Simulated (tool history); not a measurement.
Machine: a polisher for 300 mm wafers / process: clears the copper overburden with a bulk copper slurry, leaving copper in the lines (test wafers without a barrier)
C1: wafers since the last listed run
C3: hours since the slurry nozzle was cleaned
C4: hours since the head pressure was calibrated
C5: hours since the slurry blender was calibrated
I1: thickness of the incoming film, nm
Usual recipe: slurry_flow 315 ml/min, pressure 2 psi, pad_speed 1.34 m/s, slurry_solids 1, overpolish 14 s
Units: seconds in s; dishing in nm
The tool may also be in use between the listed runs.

Run 1, hour 0: usual settings but pressure 1.8 psi; C1 0; wafers polished on this pad 1175; C3 414.9; C4 277; C5 92; I1 929.2. Result: seconds 100.6 s, dishing 79.9 nm.
Run 2, hour 48: usual settings but pressure 1.8 psi; C1 264; wafers polished on this pad 1439; C3 462.9; C4 325; C5 140; I1 949. Result: seconds 102.8 s, dishing 80.2 nm.
Run 3, hour 110.4: usual settings but pressure 1.8 psi; C1 343; wafers polished on this pad 1783; C3 525.3; C4 387.4; C5 202.4; I1 929. Result: seconds 100.2 s, dishing 81.6 nm.
Run 4, hour 175.9: usual settings; C1 360; wafers polished on this pad 2144; C3 590.8; C4 452.9; C5 267.9; I1 932.2. Result: seconds 93.6 s, dishing 86.3 nm.
Run 5, hour 205.1: usual settings; C1 160; wafers polished on this pad 2305; C3 620; C4 482.1; C5 297.1; I1 935.5. Result: seconds 92.6 s, dishing 84.9 nm.
Run 6, hour 249.1: usual settings; C1 242; wafers polished on this pad 2547; C3 664; C4 526.1; C5 341.1; I1 943.2. Result: seconds 97.2 s, dishing 84.9 nm.
At hour 275.9: slurry nozzle cleaned.
At hour 278.2: worn pad replaced by a new one.
Run 7, hour 294.8: usual settings; C1 233; wafers polished on this pad 91; C3 18.9; C4 571.8; C5 386.8; I1 949.6. Result: seconds 97.5 s, dishing 81.2 nm.
Run 8, hour 358.9: usual settings; C1 353; wafers polished on this pad 444; C3 83; C4 635.9; C5 450.9; I1 922.4. Result: seconds 92.5 s, dishing 81.9 nm.
At hour 366.1: slurry blender recalibrated.
Run 9, hour 395.4: usual settings but pressure 2.7 psi, pad_speed 1.6 m/s, slurry_solids 0.9, overpolish 16 s; C1 190; wafers polished on this pad 634; C3 119.5; C4 672.4; C5 29.3; I1 940.9. Result: seconds 69.2 s, dishing 112.9 nm.
Run 10, hour 460.2: usual settings but slurry_flow 245 ml/min, pressure 2.4 psi, slurry_solids 0.75; C1 357; wafers polished on this pad 991; C3 184.3; C4 737.2; C5 94.1; I1 942. Result: seconds 92.4 s, dishing 88 nm.
Run 11, hour 527.8: usual settings but slurry_flow 355 ml/min, pressure 2.6 psi, pad_speed 0.94 m/s, slurry_solids 1.1; C1 372; wafers polished on this pad 1364; C3 251.9; C4 804.8; C5 161.7; I1 945.1. Result: seconds 110.1 s, dishing 78.4 nm.
Run 12, hour 564.3: usual settings but slurry_flow 265 ml/min, pad_speed 1.46 m/s, slurry_solids 0.85, overpolish 7 s; C1 201; wafers polished on this pad 1565; C3 288.4; C4 841.3; C5 198.2; I1 936.5. Result: seconds 92.3 s, dishing 53.4 nm.
Run 13, hour 596.7: usual settings but slurry_flow 365 ml/min; C1 178; wafers polished on this pad 1743; C3 320.8; C4 873.7; C5 230.6; I1 955. Result: seconds 96.7 s, dishing 85.7 nm.
Run 14, hour 658.5: usual settings but pressure 1.6 psi, pad_speed 1.74 m/s, slurry_solids 1.15, overpolish 11 s; C1 340; wafers polished on this pad 2084; C3 382.6; C4 935.5; C5 292.4; I1 935. Result: seconds 82 s, dishing 76.2 nm.
Run 15, hour 690.4: usual settings but slurry_flow 240 ml/min, pressure 2.2 psi, overpolish 18 s; C1 175; wafers polished on this pad 2260; C3 414.5; C4 967.4; C5 324.3; I1 954.1. Result: seconds 94.3 s, dishing 98 nm.
At hour 719.3: worn pad replaced by a new one.
Run 16, hour 755: usual settings but pad_speed 1.12 m/s, slurry_solids 1.2; C1 333; wafers polished on this pad 196; C3 479.1; C4 1032; C5 388.9; I1 935.4. Result: seconds 106.5 s, dishing 78.8 nm.
At hour 860.2: slurry blender recalibrated.
Run 17, hour 922.7: usual settings but pressure 2.7 psi, slurry_solids 1.25, overpolish 7 s; C1 913; wafers polished on this pad 1109; C3 646.8; C4 1199.7; C5 62.5; I1 941. Result: seconds 75.8 s, dishing 64.2 nm.
At hour 951.2: slurry nozzle cleaned.
Run 18, hour 969.5: usual settings but pressure 1.8 psi; C1 252; wafers polished on this pad 1362; C3 18.3; C4 1246.5; C5 109.3; I1 927.3. Result: seconds 97.9 s, dishing 79.5 nm.
Run 19, hour 1031.7: usual settings but pad_speed 1.1 m/s; C1 342; wafers polished on this pad 1704; C3 80.5; C4 1308.7; C5 171.5; I1 936.9. Result: seconds 113 s, dishing 74.6 nm.
Run 20, hour 1086: usual settings but pressure 2.4 psi; C1 299; wafers polished on this pad 2004; C3 134.8; C4 1363; C5 225.8; I1 936.6. Result: seconds 85.7 s, dishing 92.8 nm.
Run 21, hour 1114.2: usual settings; C1 155; wafers polished on this pad 2159; C3 163; C4 1391.2; C5 254; I1 954. Result: seconds 98.2 s, dishing 85 nm.
At hour 1129.9: head pressure recalibrated.
At hour 1165.4: worn pad replaced by a new one.
Run 22, hour 1222.3: usual settings; C1 562; wafers polished on this pad 313; C3 271.1; C4 92.4; C5 362.1; I1 946.1. Result: seconds 95.2 s, dishing 83.5 nm.
Run 23, hour 1263.7: usual settings but pressure 1.8 psi; C1 228; wafers polished on this pad 541; C3 312.5; C4 133.8; C5 403.5; I1 946.4. Result: seconds 100.6 s, dishing 81.8 nm.
At hour 1271.6: slurry blender recalibrated.
Run 24, hour 1316.2: usual settings; C1 278; wafers polished on this pad 820; C3 365; C4 186.3; C5 44.6; I1 931.3. Result: seconds 95.8 s, dishing 82.7 nm.
Run 25, hour 1362.6: usual settings but pad_speed 1.02 m/s, overpolish 20 s; C1 255; wafers polished on this pad 1075; C3 411.4; C4 232.7; C5 91; I1 941.2. Result: seconds 122 s, dishing 92.4 nm.
Run 26, hour 1483.6: usual settings; C1 666; wafers polished on this pad 1742; C3 532.4; C4 353.7; C5 212; I1 939.6. Result: seconds 94.9 s, dishing 82.4 nm.
Run 27, hour 1522.6: usual settings but slurry_flow 245 ml/min, pad_speed 1.18 m/s, slurry_solids 1.1; C1 214; wafers polished on this pad 1957; C3 571.4; C4 392.7; C5 251; I1 935.1. Result: seconds 106.3 s, dishing 78.2 nm.
At hour 1586.7: worn pad replaced by a new one.
Run 28, hour 1587.2: usual settings but slurry_flow 355 ml/min, pressure 2.6 psi, pad_speed 0.94 m/s, slurry_solids 1.1; C1 333; wafers polished on this pad 2; C3 636; C4 457.3; C5 315.6; I1 942.8. Result: seconds 105.3 s, dishing 78.8 nm.
Run 29, hour 1655.1: usual settings but slurry_flow 255 ml/min, pad_speed 1 m/s, slurry_solids 0.75, overpolish 10 s; C1 374; wafers polished on this pad 377; C3 703.9; C4 525.2; C5 383.5; I1 937.5. Result: seconds 135.6 s, dishing 53.9 nm.

Take each entry between the runs: how does the hidden state at the last listed run before it differ from the hidden state at the first listed run after it?
Run 6 -> run 7: slurry nozzle cleaned (hour 275.9); worn pad replaced by a new one (hour 278.2)
  both runs share identical hidden conditions
Run 8 -> run 9: slurry blender recalibrated (hour 366.1)
  both runs share identical hidden conditions
Run 15 -> run 16: worn pad replaced by a new one (hour 719.3)
  both runs share identical hidden conditions
Run 16 -> run 17: slurry blender recalibrated (hour 860.2)
  both runs share identical hidden conditions
Run 17 -> run 18: slurry nozzle cleaned (hour 951.2)
  both runs share identical hidden conditions
Run 21 -> run 22: head pressure recalibrated (hour 1129.9); worn pad replaced by a new one (hour 1165.4)
  both runs share identical hidden conditions
Run 23 -> run 24: slurry blender recalibrated (hour 1271.6)
  both runs share identical hidden conditions
Run 27 -> run 28: worn pad replaced by a new one (hour 1586.7)
  both runs share identical hidden conditions
